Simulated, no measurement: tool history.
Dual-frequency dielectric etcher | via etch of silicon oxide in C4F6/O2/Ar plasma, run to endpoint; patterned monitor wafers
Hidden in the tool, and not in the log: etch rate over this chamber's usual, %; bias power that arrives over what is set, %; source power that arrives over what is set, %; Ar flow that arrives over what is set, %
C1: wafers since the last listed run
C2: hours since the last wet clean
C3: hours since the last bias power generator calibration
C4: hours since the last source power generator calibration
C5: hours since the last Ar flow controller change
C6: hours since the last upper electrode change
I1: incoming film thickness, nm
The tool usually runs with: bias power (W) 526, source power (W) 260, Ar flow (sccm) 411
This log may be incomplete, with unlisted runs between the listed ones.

Run 1, hour 0: usual settings but source power (W) 290; C1 0; C2 202.7; C3 1474.9; C4 670.5; C5 2257; C6 2373.3; I1 167.5. Result: endpoint time (s) 46.8.
Run 2, hour 58.9: usual settings but source power (W) 290; C1 825; C2 261.6; C3 1533.8; C4 729.4; C5 2315.9; C6 2432.2; I1 167. Result: endpoint time (s) 46.4.
Run 3, hour 112.3: usual settings but source power (W) 290; C1 748; C2 315; C3 1587.2; C4 782.8; C5 2369.3; C6 2485.6; I1 167.4. Result: endpoint time (s) 47.1.
At hour 186.8: wet clean of the chamber.
Run 4, hour 187.3: usual settings but source power (W) 210; C1 714; C2 0.5; C3 1662.2; C4 857.8; C5 2444.3; C6 2560.6; I1 168.7. Result: endpoint time (s) 52.6.
Run 5, hour 273.5: usual settings but Ar flow (sccm) 382; C1 1207; C2 86.7; C3 1748.4; C4 944; C5 2530.5; C6 2646.8; I1 166. Result: endpoint time (s) 47.7.
Run 6, hour 326.4: usual settings but Ar flow (sccm) 382; C1 741; C2 139.6; C3 1801.3; C4 996.9; C5 2583.4; C6 2699.7; I1 167.6. Result: endpoint time (s) 47.7.
Run 7, hour 397.4: usual settings but Ar flow (sccm) 382; C1 994; C2 210.6; C3 1872.3; C4 1067.9; C5 2654.4; C6 2770.7; I1 165.9. Result: endpoint time (s) 47.8.
Run 8, hour 467: usual settings; C1 975; C2 280.2; C3 1941.9; C4 1137.5; C5 2724; C6 2840.3; I1 169.9. Result: endpoint time (s) 49.6.
Run 9, hour 543.5: usual settings; C1 1071; C2 356.7; C3 2018.4; C4 1214; C5 2800.5; C6 2916.8; I1 167.3. Result: endpoint time (s) 48.5.
At hour 578.1: wet clean of the chamber.
Run 10, hour 603.9: usual settings but bias power (W) 563, source power (W) 200, Ar flow (sccm) 344; C1 509; C2 25.8; C3 2078.8; C4 1274.4; C5 2860.9; C6 2977.2; I1 168.5. Result: endpoint time (s) 49.9.
At hour 705.3: upper electrode replaced.
At hour 714.7: Ar flow controller replaced.
Run 11, hour 756: usual settings but bias power (W) 420, Ar flow (sccm) 483; C1 1710; C2 177.9; C3 2230.9; C4 1426.5; C5 41.3; C6 50.7; I1 169. Result: endpoint time (s) 55.5.
Run 12, hour 801.1: usual settings; C1 631; C2 223; C3 2276; C4 1471.6; C5 86.4; C6 95.8; I1 166. Result: endpoint time (s) 48.3.
At hour 865.3: bias power generator calibrated.
Run 13, hour 897.4: usual settings but bias power (W) 642; C1 1293; C2 319.3; C3 32.1; C4 1567.9; C5 182.7; C6 192.1; I1 169.9. Result: endpoint time (s) 45.2.
At hour 926.2: source power generator calibrated.
Run 14, hour 937.6: usual settings; C1 507; C2 359.5; C3 72.3; C4 11.4; C5 222.9; C6 232.3; I1 167.4. Result: endpoint time (s) 48.3.
At hour 984.9: wet clean of the chamber.
Run 15, hour 1003.5: usual settings but bias power (W) 455; C1 586; C2 18.6; C3 138.2; C4 77.3; C5 288.8; C6 298.2; I1 167.6. Result: endpoint time (s) 51.5.
Run 16, hour 1103.3: usual settings but source power (W) 300; C1 1398; C2 118.4; C3 238; C4 177.1; C5 388.6; C6 398; I1 167.8. Result: endpoint time (s) 46.8.
Run 17, hour 1207.2: usual settings but bias power (W) 656, source power (W) 220, Ar flow (sccm) 356; C1 1455; C2 222.3; C3 341.9; C4 281; C5 492.5; C6 501.9; I1 168.8. Result: endpoint time (s) 46.3.

Branching from run 17: 3 alternative next runs. What would each branch give?
Run A, hour 1207.6: usual settings; C1 5; C2 222.7; C3 342.3; C4 281.4; C5 492.9; C6 502.3; I1 169.2. Result: endpoint time (s) ?.
Run B, hour 1207.6: usual settings but bias power (W) 410, Ar flow (sccm) 355; C1 5; C2 222.7; C3 342.3; C4 281.4; C5 492.9; C6 502.3; I1 169.2. Result: endpoint time (s) ?.
Run C, hour 1207.6: usual settings but source power (W) 280, Ar flow (sccm) 463; C1 5; C2 222.7; C3 342.3; C4 281.4; C5 492.9; C6 502.3; I1 169.2. Result: endpoint time (s) ?.

run  endpoint time (s)
  A               48.9
  B               54.4
  C               48.4
Without the tool's hidden state the same runs would have given:
run  endpoint time (s)
  A               48.9
  B               54.4
  C               48.4

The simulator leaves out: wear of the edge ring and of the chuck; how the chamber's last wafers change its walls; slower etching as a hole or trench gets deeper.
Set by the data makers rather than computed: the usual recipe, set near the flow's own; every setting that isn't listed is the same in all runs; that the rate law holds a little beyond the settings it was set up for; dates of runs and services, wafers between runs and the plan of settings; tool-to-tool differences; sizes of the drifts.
